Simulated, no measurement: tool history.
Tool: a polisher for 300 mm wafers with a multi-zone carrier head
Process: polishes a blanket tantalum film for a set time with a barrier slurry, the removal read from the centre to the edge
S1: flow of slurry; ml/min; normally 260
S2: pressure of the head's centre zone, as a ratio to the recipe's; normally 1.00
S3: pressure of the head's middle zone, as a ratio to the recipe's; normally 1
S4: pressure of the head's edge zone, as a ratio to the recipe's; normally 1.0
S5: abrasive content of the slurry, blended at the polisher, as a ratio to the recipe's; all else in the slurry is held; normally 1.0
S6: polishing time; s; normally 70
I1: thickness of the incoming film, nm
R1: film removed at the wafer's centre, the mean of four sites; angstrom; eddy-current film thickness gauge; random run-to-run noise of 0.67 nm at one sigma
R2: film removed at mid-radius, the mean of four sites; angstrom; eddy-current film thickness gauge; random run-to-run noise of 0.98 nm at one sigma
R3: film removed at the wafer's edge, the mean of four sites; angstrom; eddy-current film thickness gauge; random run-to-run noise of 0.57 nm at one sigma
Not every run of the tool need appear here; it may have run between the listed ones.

Run 1, day 0.000: usual settings but S6 88 s; I1 352.9. Result: R1 1133 angstrom, R2 1083 angstrom, R3 1097 angstrom.
Run 2, day 2.892: usual settings; I1 348.4. Result: R1 908 angstrom, R2 864 angstrom, R3 879 angstrom.
Run 3, day 3.938: usual settings; I1 352.7. Result: R1 911 angstrom, R2 854 angstrom, R3 877 angstrom.
Run 4, day 5.000: usual settings; I1 349.0. Result: R1 904 angstrom, R2 848 angstrom, R3 885 angstrom.
At day 5.812: worn pad replaced by a new one.
Run 5, day 6.500: usual settings; I1 351.5. Result: R1 895 angstrom, R2 862 angstrom, R3 881 angstrom.
Run 6, day 8.583: usual settings; I1 349.0. Result: R1 909 angstrom, R2 871 angstrom, R3 881 angstrom.
Run 7, day 10.121: usual settings; I1 347.2. Result: R1 905 angstrom, R2 846 angstrom, R3 884 angstrom.
At day 12.967: worn pad replaced by a new one.
At day 13.050: carrier head's membrane replaced by a new one.
Run 8, day 15.079: usual settings but S5 1.1, S6 84 s; I1 352.8. Result: R1 1143 angstrom, R2 1099 angstrom, R3 1096 angstrom.
At day 15.846: slurry nozzle cleaned.
Run 9, day 16.525: usual settings but S5 0.9; I1 345.3. Result: R1 881 angstrom, R2 831 angstrom, R3 833 angstrom.
At day 19.067: worn pad replaced by a new one.
Run 10, day 19.338: usual settings but S1 315 ml/min, S4 1.1, S6 49 s; I1 351.5. Result: R1 661 angstrom, R2 615 angstrom, R3 657 angstrom.
At day 21.096: edge zone pressure recalibrated.
Run 11, day 21.150: usual settings but S1 215 ml/min, S6 88 s; I1 346.5. Result: R1 1129 angstrom, R2 1054 angstrom, R3 1086 angstrom.
Run 12, day 23.358: usual settings; I1 348.2. Result: R1 927 angstrom, R2 852 angstrom, R3 883 angstrom.
At day 24.575: centre zone pressure recalibrated.
Run 13, day 24.879: usual settings but S1 200 ml/min, S2 1.08, S5 1.1; I1 344.8. Result: R1 950 angstrom, R2 873 angstrom, R3 894 angstrom.
At day 26.083: worn pad replaced by a new one.
Run 14, day 27.458: usual settings but S1 310 ml/min, S2 0.97; I1 352.4. Result: R1 885 angstrom, R2 886 angstrom, R3 889 angstrom.
Run 15, day 28.575: usual settings; I1 352.7. Result: R1 897 angstrom, R2 849 angstrom, R3 886 angstrom.
Run 16, day 31.571: usual settings but S2 1.07, S5 0.8; I1 350.2. Result: R1 858 angstrom, R2 769 angstrom, R3 786 angstrom.
At day 33.692: worn pad replaced by a new one.
Run 17, day 34.183: usual settings; I1 348.9. Result: R1 896 angstrom, R2 869 angstrom, R3 883 angstrom.

What the log doesn't show, run by run:
removal rate lost through wear of the pad, %: 0 on each run
slurry flow missing at the pad, %: 0 on each run
deviation of the edge zone's pressure from its setpoint, %: 0 on each run
H1: deviation of the centre zone's pressure from its setpoint, %
run       H1
  1   0.0617
  2    0.295
  3    0.396
  4    0.507
  5     0.68
  6     0.95
  7     1.17
  8     2.02
  9      2.3
 10      2.9
 11     3.32
 12     3.87
 13   -0.256
 14   -0.223
 15   -0.192
 16  -0.0595
 17    0.115
